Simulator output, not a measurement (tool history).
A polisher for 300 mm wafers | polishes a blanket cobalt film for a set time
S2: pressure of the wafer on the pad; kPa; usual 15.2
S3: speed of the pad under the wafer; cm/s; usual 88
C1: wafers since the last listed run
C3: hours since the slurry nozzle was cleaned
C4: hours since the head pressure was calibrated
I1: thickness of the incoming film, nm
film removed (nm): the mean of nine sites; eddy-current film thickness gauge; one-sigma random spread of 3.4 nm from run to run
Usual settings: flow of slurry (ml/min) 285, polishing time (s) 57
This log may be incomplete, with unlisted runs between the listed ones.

run 1 hour=0 | flow_of_slurry_(ml/min)=285 S2=15.2 S3=88 polishing_time_(s)=57 | C1=0 wafers_polished_on_this_pad=543 C3=786.2 C4=945.6 | I1=768.9 | film_removed_(nm)=250.5
run 2 hour=15.9 | flow_of_slurry_(ml/min)=285 S2=15.2 S3=66 polishing_time_(s)=57 | C1=205 wafers_polished_on_this_pad=749 C3=802.1 C4=961.5 | I1=746.6 | film_removed_(nm)=187
-- hour=38.6 worn pad replaced by a new one
run 3 hour=65.8 | flow_of_slurry_(ml/min)=285 S2=15.2 S3=66 polishing_time_(s)=57 | C1=594 wafers_polished_on_this_pad=352 C3=852 C4=1011.4 | I1=762.5 | film_removed_(nm)=187.6
run 4 hour=80.6 | flow_of_slurry_(ml/min)=285 S2=15.2 S3=88 polishing_time_(s)=62 | C1=191 wafers_polished_on_this_pad=544 C3=866.8 C4=1026.2 | I1=758.2 | film_removed_(nm)=269.8
run 5 hour=89.5 | flow_of_slurry_(ml/min)=285 S2=15.2 S3=88 polishing_time_(s)=62 | C1=115 wafers_polished_on_this_pad=659 C3=875.7 C4=1035.1 | I1=764.7 | film_removed_(nm)=271.3
-- hour=104.6 head pressure recalibrated
run 6 hour=106.4 | flow_of_slurry_(ml/min)=285 S2=15.2 S3=88 polishing_time_(s)=62 | C1=192 wafers_polished_on_this_pad=852 C3=892.6 C4=1.8 | I1=760.6 | film_removed_(nm)=272.2
-- hour=115.9 worn pad replaced by a new one
run 7 hour=116.4 | flow_of_slurry_(ml/min)=260 S2=15.2 S3=96 polishing_time_(s)=57 | C1=77 wafers_polished_on_this_pad=6 C3=902.6 C4=11.8 | I1=756.8 | film_removed_(nm)=269.7
run 8 hour=130.5 | flow_of_slurry_(ml/min)=285 S2=15.2 S3=98 polishing_time_(s)=57 | C1=182 wafers_polished_on_this_pad=189 C3=916.7 C4=25.9 | I1=761 | film_removed_(nm)=279
run 9 hour=137.1 | flow_of_slurry_(ml/min)=285 S2=15.2 S3=98 polishing_time_(s)=57 | C1=85 wafers_polished_on_this_pad=274 C3=923.3 C4=32.5 | I1=758 | film_removed_(nm)=279.5
-- hour=145.7 slurry nozzle cleaned
run 10 hour=147.2 | flow_of_slurry_(ml/min)=380 S2=15.2 S3=88 polishing_time_(s)=57 | C1=117 wafers_polished_on_this_pad=392 C3=1.5 C4=42.6 | I1=748.3 | film_removed_(nm)=249.1
run 11 hour=163.1 | flow_of_slurry_(ml/min)=285 S2=9.7 S3=100 polishing_time_(s)=57 | C1=205 wafers_polished_on_this_pad=598 C3=17.4 C4=58.5 | I1=762.4 | film_removed_(nm)=178.7
run 12 hour=172.6 | flow_of_slurry_(ml/min)=285 S2=15.2 S3=88 polishing_time_(s)=57 | C1=122 wafers_polished_on_this_pad=721 C3=26.9 C4=68 | I1=752.8 | film_removed_(nm)=247.4
-- hour=190.9 worn pad replaced by a new one
run 13 hour=191.4 | flow_of_slurry_(ml/min)=285 S2=19.3 S3=112 polishing_time_(s)=57 | C1=191 wafers_polished_on_this_pad=6 C3=45.7 C4=86.8 | I1=760.6 | film_removed_(nm)=401.4
run 14 hour=198.3 | flow_of_slurry_(ml/min)=210 S2=9.7 S3=88 polishing_time_(s)=57 | C1=89 wafers_polished_on_this_pad=95 C3=52.6 C4=93.7 | I1=759.1 | film_removed_(nm)=148.8
run 15 hour=212.9 | flow_of_slurry_(ml/min)=240 S2=15.2 S3=88 polishing_time_(s)=57 | C1=188 wafers_polished_on_this_pad=284 C3=67.2 C4=108.3 | I1=765.4 | film_removed_(nm)=247.3

Each row is a separate what-if for the run after 15, all from the same tool condition, not one after another. Results?
run A hour=213.3 | flow_of_slurry_(ml/min)=285 S2=15.2 S3=58 polishing_time_(s)=57 | C1=5 wafers_polished_on_this_pad=289 C3=67.6 C4=108.7 | I1=766.3 | film_removed_(nm)=?
run B hour=213.3 | flow_of_slurry_(ml/min)=210 S2=20 S3=60 polishing_time_(s)=57 | C1=5 wafers_polished_on_this_pad=289 C3=67.6 C4=108.7 | I1=766.3 | film_removed_(nm)=?
run C hour=213.3 | flow_of_slurry_(ml/min)=285 S2=12.4 S3=112 polishing_time_(s)=76 | C1=5 wafers_polished_on_this_pad=289 C3=67.6 C4=108.7 | I1=766.3 | film_removed_(nm)=?
run D hour=213.3 | flow_of_slurry_(ml/min)=325 S2=16.5 S3=68 polishing_time_(s)=44 | C1=5 wafers_polished_on_this_pad=289 C3=67.6 C4=108.7 | I1=766.3 | film_removed_(nm)=?

run=A film_removed_(nm)=166.8
run=B film_removed_(nm)=219
run=C film_removed_(nm)=351.5
run=D film_removed_(nm)=166.8
Had the tool no hidden state, the same runs would have come out as:
run=A film_removed_(nm)=166.8
run=B film_removed_(nm)=219
run=C film_removed_(nm)=351.5
run=D film_removed_(nm)=166.8
